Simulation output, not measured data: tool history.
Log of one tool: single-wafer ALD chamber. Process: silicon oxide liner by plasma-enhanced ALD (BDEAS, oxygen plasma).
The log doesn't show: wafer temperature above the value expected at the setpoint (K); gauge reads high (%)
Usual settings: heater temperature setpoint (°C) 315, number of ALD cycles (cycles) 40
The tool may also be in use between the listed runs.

run,hour,heater temperature setpoint (°C),number of ALD cycles (cycles),wafers since the last listed run,hours since the last thermocouple change,hours since the gauge calibration,"read-back reference wafer on the same gauge, thickness_nm",mean film thickness on the monitor wafer (Å)
1,0,315,40,0,1685.3,724.8,3.313,38.05
2,65.7,315,40,723,1751,790.5,3.318,38.18
3,104.7,315,40,429,1790,829.5,3.318,38.1
4,164.4,315,40,657,1849.7,889.2,3.324,38.27
5,200.8,310,40,400,1886.1,925.6,3.325,38.48
6,272,315,34,784,1957.3,996.8,3.329,32.67
7,332.7,315,34,668,2018,1057.5,3.332,32.52
8,378.4,315,34,503,2063.7,1103.2,3.336,32.6
9,422.6,306,46,486,2107.9,1147.4,3.341,44.45
10,448,306,46,279,2133.3,1172.8,3.338,44.59
11,484.7,315,40,404,2170,1209.5,3.34,38.49
12,519.3,315,40,380,2204.6,1244.1,3.343,38.7
13,703.9,315,40,2032,2389.2,1428.7,3.354,38.53
14,755.3,315,40,565,2440.6,1480.1,3.358,38.76
# hour 763.7: thermocouple changed; heater temperature recalibrated
# hour 768: gauge calibrated
15,785.3,323,40,242,21.6,17.3,3.288,37.41
16,831.4,315,40,507,67.7,63.4,3.29,37.93
17,874.3,315,40,472,110.6,106.3,3.293,37.88
18,940.1,303,40,724,176.4,172.1,3.296,38.33
19,1005.3,315,40,717,241.6,237.3,3.3,38.02
20,1062.6,301,46,630,298.9,294.6,3.303,44.55
21,1116.8,311,40,596,353.1,348.8,3.306,38.08
22,1174.8,315,40,638,411.1,406.8,3.31,38.11
23,1225.2,315,40,554,461.5,457.2,3.312,38.02
24,1256.5,305,44,344,492.8,488.5,3.317,42.67
25,1316.1,304,38,656,552.4,548.1,3.318,36.74
26,1516.8,315,40,2209,753.1,748.8,3.329,38.3
27,1714.3,315,47,2174,950.6,946.3,3.342,45.11
28,1784,327,33,767,1020.3,1016,3.346,31.24
29,1836.6,302,45,579,1072.9,1068.6,3.348,44.19
30,1872,315,34,389,1108.3,1104,3.35,32.74
31,1914.9,325,36,472,1151.2,1146.9,3.353,34.18
32,1941.6,315,40,294,1177.9,1173.6,3.356,38.4
# hour 1967.3: gauge calibrated
33,2006.2,330,37,711,1242.5,38.9,3.284,34.2
34,2032.8,311,40,292,1269.1,65.5,3.283,38.02
35,2063,307,40,332,1299.3,95.7,3.287,38.04

Measured less the same run without the tool's hidden state. The same run-to-run variation is in both; the gauge's scatter may not be:
run,mean film thickness on the monitor wafer (Å)
1,+0.38
2,+0.43
3,+0.45
4,+0.49
5,+0.52
6,+0.48
7,+0.51
8,+0.54
9,+0.77
10,+0.79
11,+0.71
12,+0.73
13,+0.85
14,+0.89
15,+0.08
16,+0.12
17,+0.15
18,+0.19
19,+0.24
20,+0.32
21,+0.31
22,+0.35
23,+0.38
24,+0.45
25,+0.43
26,+0.58
27,+0.83
28,+0.61
29,+0.91
30,+0.69
31,+0.75
32,+0.86
33,+0.03
34,+0.05
35,+0.07
